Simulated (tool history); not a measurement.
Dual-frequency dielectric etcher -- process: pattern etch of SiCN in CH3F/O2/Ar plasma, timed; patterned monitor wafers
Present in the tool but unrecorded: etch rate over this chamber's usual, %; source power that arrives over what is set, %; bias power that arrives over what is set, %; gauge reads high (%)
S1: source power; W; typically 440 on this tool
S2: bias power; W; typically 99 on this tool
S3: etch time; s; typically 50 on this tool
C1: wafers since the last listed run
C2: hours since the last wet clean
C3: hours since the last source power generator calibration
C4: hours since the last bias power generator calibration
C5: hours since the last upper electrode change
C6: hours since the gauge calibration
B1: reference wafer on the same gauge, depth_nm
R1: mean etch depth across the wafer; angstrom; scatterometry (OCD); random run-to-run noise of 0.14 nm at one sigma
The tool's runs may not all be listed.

| run | hour | S1 | S2 | S3 | C1 | C2 | C3 | C4 | C5 | C6 | B1 | R1 |
|---|---|---|---|---|---|---|---|---|---|---|---|---|
| 1 | 0 | 440 | 99 | 50 | 0 | 117 | 3043.3 | 1826.7 | 4804.4 | 992.8 | 19.26 | 202.9 |
| 2 | 65.3 | 440 | 99 | 50 | 790 | 182.3 | 3108.6 | 1892 | 4869.7 | 1058.1 | 19.17 | 203.9 |
| 3 | 111.5 | 440 | 99 | 50 | 559 | 228.5 | 3154.8 | 1938.2 | 4915.9 | 1104.3 | 19.2 | 204.5 |
| 4 | 150.9 | 440 | 99 | 50 | 477 | 267.9 | 3194.2 | 1977.6 | 4955.3 | 1143.7 | 19.23 | 206.2 |
| 5 | 205.7 | 440 | 99 | 50 | 663 | 322.7 | 3249 | 2032.4 | 5010.1 | 1198.5 | 19.23 | 205.2 |
| 6 | 233.6 | 440 | 99 | 50 | 337 | 350.6 | 3276.9 | 2060.3 | 5038 | 1226.4 | 19.2 | 208.7 |
|  | 308.9 | wet clean of the chamber |
| 7 | 309.4 | 440 | 99 | 50 | 627 | 0.5 | 3352.7 | 2136.1 | 5113.8 | 1302.2 | 19.17 | 200.1 |
| 8 | 355.9 | 440 | 99 | 50 | 563 | 47 | 3399.2 | 2182.6 | 5160.3 | 1348.7 | 19.13 | 201.3 |
|  | 415.5 | bias power generator calibrated |
| 9 | 416 | 420 | 99 | 50 | 679 | 107.1 | 3459.3 | 0.5 | 5220.4 | 1408.8 | 19.22 | 199.1 |
| 10 | 508.8 | 440 | 99 | 50 | 1123 | 199.9 | 3552.1 | 93.3 | 5313.2 | 1501.6 | 19.19 | 203.2 |
| 11 | 538.2 | 440 | 99 | 50 | 356 | 229.3 | 3581.5 | 122.7 | 5342.6 | 1531 | 19.25 | 205.6 |
| 12 | 580.3 | 440 | 99 | 50 | 509 | 271.4 | 3623.6 | 164.8 | 5384.7 | 1573.1 | 19.16 | 206.2 |
| 13 | 608.8 | 500 | 87 | 54 | 345 | 299.9 | 3652.1 | 193.3 | 5413.2 | 1601.6 | 19.23 | 215.6 |
| 14 | 634.6 | 370 | 107 | 43.5 | 312 | 325.7 | 3677.9 | 219.1 | 5439 | 1627.4 | 19.17 | 175.1 |
| 15 | 683.4 | 550 | 123 | 50 | 590 | 374.5 | 3726.7 | 267.9 | 5487.8 | 1676.2 | 19.17 | 249.5 |
|  | 720.7 | wet clean of the chamber |
| 16 | 723.2 | 440 | 99 | 55 | 191 | 2.5 | 3766.5 | 307.7 | 5527.6 | 1716 | 19.23 | 216.1 |
| 17 | 753 | 490 | 99 | 50 | 360 | 32.3 | 3796.3 | 337.5 | 5557.4 | 1745.8 | 19.2 | 210.3 |
| 18 | 799.6 | 440 | 119 | 50 | 564 | 78.9 | 3842.9 | 384.1 | 5604 | 1792.4 | 19.21 | 220.3 |
| 19 | 840.1 | 440 | 99 | 50 | 490 | 119.4 | 3883.4 | 424.6 | 5644.5 | 1832.9 | 19.2 | 201.9 |
|  | 867.6 | gauge calibrated |
| 20 | 879.1 | 470 | 83 | 50 | 472 | 158.4 | 3922.4 | 463.6 | 5683.5 | 11.5 | 19.19 | 188.7 |
|  | 913.5 | upper electrode replaced |
| 21 | 927.6 | 500 | 117 | 50 | 296 | 206.9 | 3970.9 | 512.1 | 14.1 | 60 | 19.2 | 229.5 |
| 22 | 956.4 | 440 | 99 | 50 | 348 | 235.7 | 3999.7 | 540.9 | 42.9 | 88.8 | 19.14 | 203.2 |
|  | 964.3 | source power generator calibrated |
| 23 | 988.1 | 440 | 99 | 37 | 335 | 267.4 | 23.8 | 572.6 | 74.6 | 120.5 | 19.19 | 151 |
| 24 | 1109.4 | 440 | 99 | 50 | 1469 | 388.7 | 145.1 | 693.9 | 195.9 | 241.8 | 19.15 | 208.8 |
|  | 1188.4 | wet clean of the chamber |
| 25 | 1188.9 | 500 | 99 | 50 | 672 | 0.5 | 224.6 | 773.4 | 275.4 | 321.3 | 19.17 | 210.8 |
| 26 | 1207.4 | 490 | 91 | 50 | 224 | 19 | 243.1 | 791.9 | 293.9 | 339.8 | 19.25 | 201.2 |
| 27 | 1266.7 | 350 | 82 | 55.5 | 718 | 78.3 | 302.4 | 851.2 | 353.2 | 399.1 | 19.14 | 192.3 |
| 28 | 1305.5 | 500 | 99 | 59 | 469 | 117.1 | 341.2 | 890 | 392 | 437.9 | 19.17 | 252.4 |
| 29 | 1346.2 | 520 | 99 | 50 | 492 | 157.8 | 381.9 | 930.7 | 432.7 | 478.6 | 19.19 | 212.5 |

Some steps in R1 between neighbouring runs. How much of each would the tool show without its hidden state too (settings, what came in, random variation), and how much is left for the hidden state, with any gauge scatter that isn't in both results?
Run 6 -> 7: wet clean of the chamber. R1 -8.6 angstrom: hidden state -8.5, all else -0.1.
Run 14 -> 15: S1 370 -> 550, S2 107 -> 123, S3 43.5 -> 50. R1 +74.4 angstrom: hidden state +3.2, all else +71.2.
Run 15 -> 16: S1 550 -> 440, S2 123 -> 99, S3 50 -> 55, wet clean of the chamber. R1 -33.4 angstrom: hidden state -8.5, all else -24.9.
Run 27 -> 28: S1 350 -> 500, S2 82 -> 99, S3 55.5 -> 59. R1 +60.1 angstrom: hidden state +1.8, all else +58.3.
